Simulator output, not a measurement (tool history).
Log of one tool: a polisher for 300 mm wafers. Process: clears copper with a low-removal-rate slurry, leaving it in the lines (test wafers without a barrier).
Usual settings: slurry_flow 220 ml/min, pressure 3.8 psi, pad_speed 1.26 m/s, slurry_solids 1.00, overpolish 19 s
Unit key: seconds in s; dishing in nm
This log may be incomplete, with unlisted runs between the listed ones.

| run | day | slurry_flow | pressure | pad_speed | slurry_solids | overpolish | incoming thickness of the incoming film, nm | seconds | dishing |
|---|---|---|---|---|---|---|---|---|---|
| 1 | 0.000 | 220 | 3.8 | 1.26 | 1.00 | 19 | 569.0 | 125.1 | 60.4 |
| 2 | 4.500 | 220 | 3.8 | 1.26 | 1.00 | 19 | 569.6 | 130.3 | 56.9 |
| 3 | 7.250 | 220 | 3.8 | 1.26 | 1.00 | 19 | 573.6 | 128.9 | 55.3 |
|  | 8.525 | worn pad replaced by a new one |
|  | 9.129 | slurry blender recalibrated |
| 4 | 9.179 | 220 | 3.8 | 1.26 | 1.00 | 19 | 571.7 | 121.7 | 62.1 |
| 5 | 12.146 | 220 | 3.8 | 1.26 | 1.00 | 19 | 573.2 | 120.2 | 60.3 |
| 6 | 14.854 | 220 | 3.8 | 1.26 | 1.15 | 19 | 576.1 | 117.9 | 60.3 |
|  | 16.883 | slurry nozzle cleaned |
| 7 | 16.975 | 220 | 3.8 | 1.26 | 1.15 | 19 | 579.9 | 121.5 | 59.8 |
| 8 | 18.883 | 285 | 4.7 | 1.26 | 1.00 | 19 | 570.3 | 101.7 | 68.5 |
|  | 21.788 | head pressure recalibrated |
| 9 | 21.808 | 220 | 3.8 | 1.26 | 1.00 | 19 | 579.2 | 128.6 | 59.4 |
| 10 | 23.950 | 260 | 4.3 | 1.26 | 1.10 | 19 | 578.0 | 113.5 | 63.9 |
|  | 25.621 | worn pad replaced by a new one |
| 11 | 26.733 | 220 | 3.8 | 1.26 | 1.15 | 19 | 572.3 | 117.9 | 60.0 |
|  | 27.229 | slurry blender recalibrated |
| 12 | 28.783 | 220 | 3.8 | 1.26 | 1.00 | 19 | 580.6 | 126.4 | 60.4 |
| 13 | 30.208 | 220 | 2.8 | 0.86 | 1.00 | 19 | 564.8 | 218.3 | 36.1 |
| 14 | 32.012 | 220 | 3.8 | 1.26 | 1.00 | 19 | 571.1 | 123.5 | 59.1 |
| 15 | 34.062 | 295 | 3.2 | 1.26 | 1.00 | 19 | 565.1 | 133.3 | 54.2 |
| 16 | 35.683 | 220 | 3.8 | 1.26 | 1.00 | 19 | 575.1 | 123.7 | 59.2 |
| 17 | 36.821 | 220 | 3.8 | 1.26 | 1.00 | 15 | 576.7 | 125.7 | 47.7 |
| 18 | 38.004 | 245 | 3.8 | 1.26 | 1.00 | 29 | 568.3 | 124.2 | 80.7 |
|  | 38.921 | slurry nozzle cleaned |
| 19 | 39.971 | 280 | 3.0 | 1.26 | 0.90 | 19 | 568.2 | 150.1 | 51.0 |
| 20 | 41.496 | 220 | 3.8 | 1.26 | 1.00 | 19 | 577.8 | 130.2 | 58.2 |
|  | 42.225 | worn pad replaced by a new one |
|  | 42.650 | slurry blender recalibrated |
| 21 | 43.417 | 220 | 3.8 | 1.50 | 0.75 | 19 | 570.7 | 108.9 | 67.8 |
| 22 | 45.788 | 220 | 3.8 | 1.26 | 1.00 | 19 | 582.4 | 120.3 | 60.8 |
| 23 | 48.071 | 220 | 3.8 | 1.64 | 1.15 | 19 | 583.9 | 93.6 | 76.0 |
| 24 | 50.333 | 190 | 3.8 | 1.26 | 1.20 | 30 | 579.0 | 122.2 | 86.1 |
| 25 | 54.175 | 220 | 3.8 | 1.26 | 1.00 | 19 | 569.5 | 126.8 | 57.4 |
| 26 | 55.354 | 290 | 3.8 | 1.06 | 0.90 | 19 | 579.2 | 154.3 | 48.9 |
| 27 | 57.267 | 220 | 3.8 | 1.26 | 1.00 | 24 | 572.6 | 127.9 | 69.2 |
|  | 58.708 | worn pad replaced by a new one |
| 28 | 59.642 | 220 | 3.8 | 1.26 | 0.85 | 23 | 570.7 | 126.2 | 65.5 |
|  | 60.454 | slurry blender recalibrated |
| 29 | 60.825 | 220 | 3.8 | 1.26 | 1.00 | 19 | 570.2 | 119.2 | 60.7 |

List, for all runs, the conditions of the tool that the log does not record:
slurry flow missing at the pad, %: 0 in every run
deviation of the head's pressure from its setpoint, %: 0 in every run
abrasive missing from the slurry, %: 0 in every run
H1: removal rate lost through wear of the pad, %
| run | H1 |
|---|---|
| 1 | 2.92 |
| 2 | 5.24 |
| 3 | 7.11 |
| 4 | 0.397 |
| 5 | 0.686 |
| 6 | 1.3 |
| 7 | 2.01 |
| 8 | 2.83 |
| 9 | 4.4 |
| 10 | 5.8 |
| 11 | 0.225 |
| 12 | 0.424 |
| 13 | 0.675 |
| 14 | 1.13 |
| 15 | 1.82 |
| 16 | 2.5 |
| 17 | 3.05 |
| 18 | 3.68 |
| 19 | 4.88 |
| 20 | 5.93 |
| 21 | 1.52 |
| 22 | 1.77 |
| 23 | 2.26 |
| 24 | 2.98 |
| 25 | 4.73 |
| 26 | 5.41 |
| 27 | 6.63 |
| 28 | 0.301 |
| 29 | 0.383 |
